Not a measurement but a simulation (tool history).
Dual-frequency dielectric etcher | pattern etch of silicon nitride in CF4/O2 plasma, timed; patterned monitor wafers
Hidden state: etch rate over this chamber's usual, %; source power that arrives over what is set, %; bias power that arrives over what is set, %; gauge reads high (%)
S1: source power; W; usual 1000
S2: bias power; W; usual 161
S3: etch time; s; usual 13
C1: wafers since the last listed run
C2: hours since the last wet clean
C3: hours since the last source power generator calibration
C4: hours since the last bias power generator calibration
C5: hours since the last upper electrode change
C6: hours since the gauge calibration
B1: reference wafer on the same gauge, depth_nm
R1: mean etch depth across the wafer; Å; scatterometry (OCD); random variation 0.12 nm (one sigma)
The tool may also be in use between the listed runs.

run	hour	S1	S2	S3	C1	C2	C3	C4	C5	C6	B1	R1
1	0	1000	161	13	0	125.4	1641.3	2209.9	5435.1	617.9	42.89	436.1
2	58.2	1000	161	13	759	183.6	1699.5	2268.1	5493.3	676.1	42.9	437.6
3	85.7	1000	161	13	358	211.1	1727	2295.6	5520.8	703.6	42.9	440.6
4	114.5	1000	161	13	375	239.9	1755.8	2324.4	5549.6	732.4	42.87	440.9
5	130.2	1210	198	9	204	255.6	1771.5	2340.1	5565.3	748.1	42.9	371.5
6	155	780	161	13	323	280.4	1796.3	2364.9	5590.1	772.9	42.89	377.1
# hour 175.6: bias power generator calibrated
7	181.7	830	125	16.5	296	307.1	1823	6.1	5616.8	799.6	42.88	459
8	211.1	1090	172	10.5	383	336.5	1852.4	35.5	5646.2	829	42.86	390.1
9	234.5	1000	199	14.5	305	359.9	1875.8	58.9	5669.6	852.4	42.9	533.2
# hour 266.5: upper electrode replaced
10	267	1000	138	9	110	392.4	1908.3	91.4	0.5	884.9	42.92	294
11	280.2	780	132	13	172	405.6	1921.5	104.6	13.7	898.1	42.87	358.2
# hour 288.2: gauge calibrated
# hour 289: source power generator calibrated
# hour 305.7: wet clean of the chamber
12	306.2	1000	161	13	69	0.5	17.2	130.6	39.7	18	42.85	435
13	329.6	1000	174	13	305	23.9	40.6	154	63.1	41.4	42.89	444.8
14	359.8	1000	128	13	393	54.1	70.8	184.2	93.3	71.6	42.87	402.1
15	385	1000	161	10	328	79.3	96	209.4	118.5	96.8	42.92	334.9
16	419.4	1110	190	14.5	448	113.7	130.4	243.8	152.9	131.2	42.89	550
17	446.2	1150	138	10.5	349	140.5	157.2	270.6	179.7	158	42.88	369.2
18	465	1000	161	13	245	159.3	176	289.4	198.5	176.8	42.86	437.8
19	490.8	1000	161	13	336	185.1	201.8	315.2	224.3	202.6	42.9	438
20	517	1250	173	10	341	211.3	228	341.4	250.5	228.8	42.91	401.5
21	549.1	820	161	16	418	243.4	260.1	373.5	282.6	260.9	42.91	479.2
22	570.3	1000	189	15.5	276	264.6	281.3	394.7	303.8	282.1	42.88	556.1
23	594.4	1000	189	10	314	288.7	305.4	418.8	327.9	306.2	42.96	359.6
24	612.6	1060	150	13	237	306.9	323.6	437	346.1	324.4	42.89	449
25	644.3	1000	161	13	413	338.6	355.3	468.7	377.8	356.1	42.87	443.7
26	670.7	1000	161	13	344	365	381.7	495.1	404.2	382.5	42.88	446.2
27	703	1000	134	13	421	397.3	414	527.4	436.5	414.8	42.91	420
28	733.7	920	136	13	400	428	444.7	558.1	467.2	445.5	42.9	401.8
29	745.8	800	161	13	157	440.1	456.8	570.2	479.3	457.6	42.92	388.9

What the log doesn't show, run by run:
source power that arrives over what is set, %: 0 in every run
bias power that arrives over what is set, %: 0 in every run
gauge reads high (%): 0 in every run
H1: etch rate over this chamber's usual, %
run	H1
1	0.718
2	1.15
3	1.36
4	1.57
5	1.69
6	1.87
7	2.07
8	2.29
9	2.46
10	2.71
11	2.81
12	0.0483
13	0.223
14	0.448
15	0.635
16	0.892
17	1.09
18	1.23
19	1.42
20	1.62
21	1.86
22	2.02
23	2.2
24	2.33
25	2.57
26	2.76
27	3
28	3.23
29	3.32
